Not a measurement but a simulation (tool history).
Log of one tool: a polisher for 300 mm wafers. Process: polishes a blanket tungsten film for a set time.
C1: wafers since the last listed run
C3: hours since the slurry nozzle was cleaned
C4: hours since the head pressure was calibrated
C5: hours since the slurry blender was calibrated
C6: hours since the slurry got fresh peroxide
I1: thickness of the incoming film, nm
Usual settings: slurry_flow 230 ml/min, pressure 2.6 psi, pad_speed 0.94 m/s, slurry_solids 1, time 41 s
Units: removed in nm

Run 1, hour 0: usual settings but pressure 2 psi; C1 0; wafers polished on this pad 7377; C3 842.9; C4 1139.7; C5 294.7; C6 276.2; I1 1258.5. Result: removed 89.2 nm.
At hour 1.7: slurry nozzle cleaned.
At hour 24.4: worn pad replaced by a new one.
Run 2, hour 48.1: usual settings but slurry_flow 275 ml/min; C1 533; wafers polished on this pad 293; C3 46.4; C4 1187.8; C5 342.8; C6 324.3; I1 1279. Result: removed 121.2 nm.
Run 3, hour 155.9: usual settings but slurry_flow 275 ml/min; C1 1334; wafers polished on this pad 1628; C3 154.2; C4 1295.6; C5 450.6; C6 432.1; I1 1271. Result: removed 120 nm.
At hour 179.6: head pressure recalibrated.
Run 4, hour 263.3: usual settings but slurry_solids 1.1; C1 1304; wafers polished on this pad 2933; C3 261.6; C4 83.7; C5 558; C6 539.5; I1 1251.2. Result: removed 121 nm.
At hour 346.8: slurry blender recalibrated.
Run 5, hour 349.2: usual settings; C1 1038; wafers polished on this pad 3971; C3 347.5; C4 169.6; C5 2.4; C6 625.4; I1 1263.6. Result: removed 114.5 nm.
At hour 358.8: slurry tank refilled with fresh slurry and peroxide.
Run 6, hour 412: usual settings; C1 765; wafers polished on this pad 4736; C3 410.3; C4 232.4; C5 65.2; C6 53.2; I1 1278.6. Result: removed 115.1 nm.
Run 7, hour 511.7: usual settings; C1 1234; wafers polished on this pad 5971; C3 510; C4 332.1; C5 164.9; C6 152.9; I1 1254.9. Result: removed 117 nm.
Run 8, hour 551.1: usual settings; C1 487; wafers polished on this pad 6458; C3 549.4; C4 371.5; C5 204.3; C6 192.3; I1 1273.7. Result: removed 116.9 nm.
Run 9, hour 648.6: usual settings; C1 1207; wafers polished on this pad 7665; C3 646.9; C4 469; C5 301.8; C6 289.8; I1 1262.4. Result: removed 116.5 nm.
At hour 704.6: worn pad replaced by a new one.
At hour 722.9: slurry nozzle cleaned.
Run 10, hour 735.2: usual settings but slurry_flow 280 ml/min, pad_speed 1.1 m/s, slurry_solids 0.8; C1 1010; wafers polished on this pad 366; C3 12.3; C4 555.6; C5 388.4; C6 376.4; I1 1253.8. Result: removed 128.8 nm.
Run 11, hour 837.8: usual settings but pad_speed 0.78 m/s, slurry_solids 0.7; C1 1270; wafers polished on this pad 1636; C3 114.9; C4 658.2; C5 491; C6 479; I1 1256.2. Result: removed 91.8 nm.
Run 12, hour 964.5: usual settings but slurry_solids 0.7; C1 1568; wafers polished on this pad 3205; C3 241.6; C4 784.9; C5 617.7; C6 605.7; I1 1257.1. Result: removed 108.1 nm.
At hour 987.9: slurry blender recalibrated.
Run 13, hour 1013.1: usual settings; C1 576; wafers polished on this pad 3782; C3 290.2; C4 833.5; C5 25.2; C6 654.3; I1 1232.2. Result: removed 117.4 nm.
At hour 1014.6: slurry tank refilled with fresh slurry and peroxide.
Run 14, hour 1110.2: usual settings; C1 1189; wafers polished on this pad 4971; C3 387.3; C4 930.6; C5 122.3; C6 95.6; I1 1254.7. Result: removed 117.7 nm.
At hour 1227.2: worn pad replaced by a new one.
At hour 1279: head pressure recalibrated.
Run 15, hour 1314.3: usual settings but slurry_solids 1.25, time 35 s; C1 2452; wafers polished on this pad 1053; C3 591.4; C4 35.3; C5 326.4; C6 299.7; I1 1271.5. Result: removed 103.5 nm.
Run 16, hour 1412: usual settings but pressure 2.8 psi, pad_speed 1.14 m/s; C1 1209; wafers polished on this pad 2263; C3 689.1; C4 133; C5 424.1; C6 397.4; I1 1279.9. Result: removed 148.2 nm.
Run 17, hour 1461.8: usual settings but slurry_flow 180 ml/min, pressure 2.3 psi, slurry_solids 0.9, time 30 s; C1 616; wafers polished on this pad 2879; C3 738.9; C4 182.8; C5 473.9; C6 447.2; I1 1236.7. Result: removed 71 nm.
At hour 1524.4: slurry blender recalibrated.
At hour 1539.4: slurry nozzle cleaned.
Run 18, hour 1566.9: usual settings but slurry_flow 290 ml/min, pad_speed 0.66 m/s; C1 1263; wafers polished on this pad 4143; C3 27.5; C4 287.9; C5 42.5; C6 552.3; I1 1255.2. Result: removed 89 nm.
At hour 1624.2: slurry tank refilled with fresh slurry and peroxide.
Run 19, hour 1637.7: usual settings but slurry_solids 1.2; C1 864; wafers polished on this pad 5007; C3 98.3; C4 358.7; C5 113.3; C6 13.5; I1 1251. Result: removed 123.5 nm.
Run 20, hour 1705.6: usual settings; C1 840; wafers polished on this pad 5848; C3 166.2; C4 426.6; C5 181.2; C6 81.4; I1 1267.7. Result: removed 115.6 nm.
At hour 1802.5: worn pad replaced by a new one.
Run 21, hour 1803: usual settings but slurry_flow 265 ml/min, pressure 3.2 psi, pad_speed 1.16 m/s, slurry_solids 1.2; C1 1156; wafers polished on this pad 5; C3 263.6; C4 524; C5 278.6; C6 178.8; I1 1272.7. Result: removed 182.4 nm.
Run 22, hour 1840.6: usual settings but pressure 2 psi; C1 465; wafers polished on this pad 471; C3 301.2; C4 561.6; C5 316.2; C6 216.4; I1 1256.1. Result: removed 88.5 nm.
Run 23, hour 1897.1: usual settings; C1 699; wafers polished on this pad 1170; C3 357.7; C4 618.1; C5 372.7; C6 272.9; I1 1288.1. Result: removed 116.3 nm.
Run 24, hour 1965.4: usual settings; C1 845; wafers polished on this pad 2016; C3 426; C4 686.4; C5 441; C6 341.2; I1 1250.8. Result: removed 116.2 nm.
Run 25, hour 2017.4: usual settings but pressure 3.3 psi, slurry_solids 0.8; C1 643; wafers polished on this pad 2660; C3 478; C4 738.4; C5 493; C6 393.2; I1 1269.1. Result: removed 143 nm.
At hour 2050.6: slurry blender recalibrated.
At hour 2194.7: slurry tank refilled with fresh slurry and peroxide.
Run 26, hour 2341.4: usual settings but slurry_flow 285 ml/min, slurry_solids 0.8; C1 3973; wafers polished on this pad 6634; C3 802; C4 1062.4; C5 290.8; C6 146.7; I1 1257.5. Result: removed 112.9 nm.
At hour 2350.9: slurry nozzle cleaned.
Run 27, hour 2434.7: usual settings but slurry_flow 170 ml/min, pressure 3.2 psi, slurry_solids 1.1, time 29 s; C1 1142; wafers polished on this pad 7776; C3 83.8; C4 1155.7; C5 384.1; C6 240; I1 1266.6. Result: removed 100.4 nm.

3 ways to go on from here, each from the tool as it stands after run 27. What would each give?
Run A, hour 2435.1: usual settings; C1 4; wafers polished on this pad 7781; C3 84.2; C4 1156.1; C5 384.5; C6 240.4; I1 1254.9. Result: removed ?.
Run B, hour 2435.1: usual settings but slurry_solids 0.75, time 47 s; C1 4; wafers polished on this pad 7781; C3 84.2; C4 1156.1; C5 384.5; C6 240.4; I1 1254.9. Result: removed ?.
Run C, hour 2435.1: usual settings but slurry_solids 0.75; C1 4; wafers polished on this pad 7781; C3 84.2; C4 1156.1; C5 384.5; C6 240.4; I1 1254.9. Result: removed ?.

run  removed
  A    117.7
  B    126.5
  C    110.3
Without the tool's hidden state the same runs would have given:
run  removed
  A    117.7
  B    126.5
  C    110.3

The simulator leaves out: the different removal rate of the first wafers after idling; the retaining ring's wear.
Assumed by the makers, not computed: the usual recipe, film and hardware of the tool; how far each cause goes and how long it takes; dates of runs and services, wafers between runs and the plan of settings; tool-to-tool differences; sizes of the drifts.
